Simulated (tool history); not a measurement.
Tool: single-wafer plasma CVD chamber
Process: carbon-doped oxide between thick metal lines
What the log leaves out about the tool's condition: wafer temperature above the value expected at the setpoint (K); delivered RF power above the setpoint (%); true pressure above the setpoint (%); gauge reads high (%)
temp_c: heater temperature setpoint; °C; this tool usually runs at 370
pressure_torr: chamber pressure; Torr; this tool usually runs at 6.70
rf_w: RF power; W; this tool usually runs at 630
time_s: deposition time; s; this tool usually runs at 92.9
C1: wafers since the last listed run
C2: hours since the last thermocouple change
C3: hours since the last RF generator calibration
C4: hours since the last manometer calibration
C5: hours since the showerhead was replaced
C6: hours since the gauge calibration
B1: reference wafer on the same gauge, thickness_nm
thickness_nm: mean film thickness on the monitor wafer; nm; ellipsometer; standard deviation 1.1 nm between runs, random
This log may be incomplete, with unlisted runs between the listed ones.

Run 1, day 0.000: usual settings; C1 0; C2 1607.6; C3 669.3; C4 1422.2; C5 5767.8; C6 1915.3; B1 529.916. Result: thickness_nm 535.623 nm.
Run 2, day 1.900: usual settings; C1 476; C2 1653.2; C3 714.9; C4 1467.8; C5 5813.4; C6 1960.9; B1 529.838. Result: thickness_nm 537.027 nm.
Run 3, day 4.517: usual settings but pressure_torr 7.73 Torr; C1 656; C2 1716.0; C3 777.7; C4 1530.6; C5 5876.2; C6 2023.7; B1 529.851. Result: thickness_nm 539.715 nm.
At day 7.112: capacitance manometer re-zeroed and calibrated.
Run 4, day 8.533: usual settings; C1 923; C2 1812.4; C3 874.1; C4 34.1; C5 5972.6; C6 2120.1; B1 529.950. Result: thickness_nm 537.608 nm.
Run 5, day 10.862: usual settings; C1 584; C2 1868.3; C3 930.0; C4 90.0; C5 6028.5; C6 2176.0; B1 529.910. Result: thickness_nm 537.942 nm.
At day 12.962: thermocouple changed; heater temperature recalibrated.
Run 6, day 13.925: usual settings; C1 684; C2 23.1; C3 1003.5; C4 163.5; C5 6102.0; C6 2249.5; B1 529.898. Result: thickness_nm 537.395 nm.
Run 7, day 15.542: usual settings but temp_c 366 °C; C1 405; C2 61.9; C3 1042.3; C4 202.3; C5 6140.8; C6 2288.3; B1 530.203. Result: thickness_nm 541.929 nm.
Run 8, day 18.571: usual settings; C1 759; C2 134.6; C3 1115.0; C4 275.0; C5 6213.5; C6 2361.0; B1 530.184. Result: thickness_nm 537.515 nm.
Run 9, day 20.608: usual settings; C1 511; C2 183.5; C3 1163.9; C4 323.9; C5 6262.4; C6 2409.9; B1 530.080. Result: thickness_nm 538.113 nm.
At day 23.879: showerhead replaced.
Run 10, day 24.604: usual settings but time_s 81.5 s; C1 918; C2 279.4; C3 1259.8; C4 419.8; C5 17.4; C6 2505.8; B1 529.980. Result: thickness_nm 471.424 nm.
Run 11, day 28.796: usual settings but rf_w 540 W, time_s 80.1 s; C1 1051; C2 380.0; C3 1360.4; C4 520.4; C5 118.0; C6 2606.4; B1 529.804. Result: thickness_nm 438.257 nm.
Run 12, day 31.521: usual settings but temp_c 383 °C, pressure_torr 7.41 Torr, rf_w 585 W, time_s 106.4 s; C1 683; C2 445.4; C3 1425.8; C4 585.8; C5 183.4; C6 2671.8; B1 529.993. Result: thickness_nm 585.986 nm.
At day 36.775: RF generator calibrated.
Run 13, day 42.579: usual settings but rf_w 705 W; C1 2689; C2 710.8; C3 139.3; C4 851.2; C5 448.8; C6 2937.2; B1 530.017. Result: thickness_nm 558.337 nm.
Run 14, day 46.504: usual settings but temp_c 361 °C, pressure_torr 5.52 Torr, rf_w 745 W; C1 984; C2 805.0; C3 233.5; C4 945.4; C5 543.0; C6 3031.4; B1 529.946. Result: thickness_nm 573.156 nm.
Run 15, day 50.962: usual settings; C1 1118; C2 912.0; C3 340.5; C4 1052.4; C5 650.0; C6 3138.4; B1 529.962. Result: thickness_nm 535.477 nm.
At day 51.979: gauge calibrated.
Run 16, day 55.492: usual settings but temp_c 364 °C, pressure_torr 7.15 Torr, rf_w 670 W, time_s 77.3 s; C1 1135; C2 1020.7; C3 449.2; C4 1161.1; C5 758.7; C6 84.3; B1 530.129. Result: thickness_nm 465.043 nm.
Run 17, day 57.333: usual settings; C1 461; C2 1064.9; C3 493.4; C4 1205.3; C5 802.9; C6 128.5; B1 529.961. Result: thickness_nm 533.614 nm.
Run 18, day 62.083: usual settings but pressure_torr 5.15 Torr, time_s 85.1 s; C1 1191; C2 1178.9; C3 607.4; C4 1319.3; C5 916.9; C6 242.5; B1 530.045. Result: thickness_nm 478.418 nm.
Run 19, day 64.667: usual settings; C1 647; C2 1240.9; C3 669.4; C4 1381.3; C5 978.9; C6 304.5; B1 530.025. Result: thickness_nm 534.668 nm.
At day 66.658: capacitance manometer re-zeroed and calibrated.
Run 20, day 71.504: usual settings but pressure_torr 5.15 Torr, time_s 85.1 s; C1 1631; C2 1405.0; C3 833.5; C4 116.3; C5 1143.0; C6 468.6; B1 530.055. Result: thickness_nm 480.215 nm.
Run 21, day 74.942: usual settings but pressure_torr 5.68 Torr, time_s 110.8 s; C1 862; C2 1487.5; C3 916.0; C4 198.8; C5 1225.5; C6 551.1; B1 529.771. Result: thickness_nm 633.126 nm.
Run 22, day 78.729: usual settings; C1 949; C2 1578.4; C3 1006.9; C4 289.7; C5 1316.4; C6 642.0; B1 530.038. Result: thickness_nm 536.696 nm.
Run 23, day 81.550: usual settings but pressure_torr 7.78 Torr, time_s 106.7 s; C1 707; C2 1646.1; C3 1074.6; C4 357.4; C5 1384.1; C6 709.7; B1 530.006. Result: thickness_nm 623.209 nm.

For run 24, what comes out?
Run 24, day 85.554: usual settings but pressure_torr 6.21 Torr, time_s 75.2 s; C1 1004; C2 1742.2; C3 1170.7; C4 453.5; C5 1480.2; C6 805.8; B1 ?. Result: thickness_nm ?.

B1: 530.016
thickness_nm: 431.898 nm
With the hidden condition absent and the run-to-run variation left alone, this run would have shown thickness_nm 432.502 nm.

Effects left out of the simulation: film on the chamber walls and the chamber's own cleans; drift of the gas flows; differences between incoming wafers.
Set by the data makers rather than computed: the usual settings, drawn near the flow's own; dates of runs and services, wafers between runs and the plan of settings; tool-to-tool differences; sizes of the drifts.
